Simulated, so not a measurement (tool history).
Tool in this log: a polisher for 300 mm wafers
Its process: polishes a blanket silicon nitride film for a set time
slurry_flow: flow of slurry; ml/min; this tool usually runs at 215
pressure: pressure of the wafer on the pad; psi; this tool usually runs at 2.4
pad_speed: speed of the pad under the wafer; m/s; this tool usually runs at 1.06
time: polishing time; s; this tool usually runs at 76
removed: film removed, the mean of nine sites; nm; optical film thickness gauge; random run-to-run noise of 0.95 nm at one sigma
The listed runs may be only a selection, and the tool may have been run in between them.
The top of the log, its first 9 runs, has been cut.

| run | hour | slurry_flow | pressure | pad_speed | time | incoming thickness of the incoming film, nm | removed |
|---|---|---|---|---|---|---|---|
|  | 217.6 | worn pad replaced by a new one |
| 10 | 218.3 | 215 | 2.4 | 1.06 | 76 | 866.6 | 115.6 |
| 11 | 239.1 | 215 | 2.4 | 1.06 | 76 | 850.4 | 115.5 |
| 12 | 258.2 | 215 | 2.4 | 1.06 | 76 | 842.9 | 114.3 |
| 13 | 290.6 | 215 | 2.4 | 1.06 | 76 | 839.9 | 113.7 |
| 14 | 320.7 | 215 | 2.4 | 1.06 | 76 | 850 | 114.4 |
| 15 | 333.5 | 215 | 2.4 | 1.06 | 76 | 844.3 | 114.8 |
| 16 | 361.3 | 215 | 2.4 | 0.78 | 76 | 859 | 89.2 |
| 17 | 389.8 | 215 | 2.1 | 0.96 | 76 | 845.5 | 93.8 |
| 18 | 403.4 | 215 | 2.9 | 1.18 | 76 | 867.7 | 141.9 |
|  | 409.7 | worn pad replaced by a new one |
| 19 | 483.2 | 215 | 2.4 | 1.06 | 76 | 848.9 | 111.6 |
| 20 | 516.4 | 215 | 2.4 | 1.06 | 76 | 848.6 | 110.7 |
| 21 | 541.2 | 260 | 2 | 0.74 | 90 | 846.9 | 86.6 |
| 22 | 590.1 | 265 | 3 | 1.06 | 76 | 851.6 | 135.8 |
|  | 592.6 | head pressure recalibrated |
|  | 596.6 | worn pad replaced by a new one |
|  | 601.3 | slurry nozzle cleaned |
| 23 | 623.8 | 190 | 1.6 | 0.94 | 98 | 852.7 | 90.4 |
| 24 | 643.8 | 215 | 2.4 | 0.74 | 76 | 848.2 | 80.6 |
| 25 | 660.4 | 215 | 1.9 | 0.84 | 99 | 855.2 | 98.6 |
| 26 | 684.2 | 215 | 1.9 | 1.42 | 76 | 856.7 | 115.2 |
| 27 | 703.5 | 250 | 2.1 | 0.72 | 92 | 843.5 | 88.4 |
| 28 | 729.4 | 265 | 3 | 1.06 | 76 | 855.5 | 134.2 |
|  | 753.1 | worn pad replaced by a new one |
| 29 | 760.4 | 235 | 2.8 | 1.06 | 76 | 843.4 | 124.7 |
| 30 | 778.7 | 180 | 2 | 1.06 | 60 | 853.7 | 73.4 |
| 31 | 809.7 | 290 | 2.4 | 1.06 | 76 | 853.4 | 112.8 |
| 32 | 822.3 | 140 | 1.8 | 1.06 | 102 | 849.2 | 112.7 |
| 33 | 847.9 | 195 | 2.4 | 1.36 | 76 | 848.7 | 133 |
| 34 | 866.1 | 215 | 2.4 | 1.24 | 76 | 840.8 | 124.9 |

What if the next run were any one of these 4? Each begins from the tool's condition after run 34:
| A | 866.6 | 215 | 2.4 | 1.06 | 69 | 856 | ? |
| B | 866.6 | 180 | 2.4 | 0.8 | 67 | 856 | ? |
| C | 866.6 | 215 | 2 | 1.06 | 63 | 856 | ? |
| D | 866.6 | 245 | 2.4 | 1.28 | 76 | 856 | ? |

| run | removed |
|---|---|
| A | 99.8 |
| B | 75.9 |
| C | 78.9 |
| D | 129.5 |
Stripped of hidden state, with their random variation kept, the same runs would have yielded:
| run | removed |
|---|---|
| A | 99 |
| B | 75.6 |
| C | 78.3 |
| D | 128.2 |
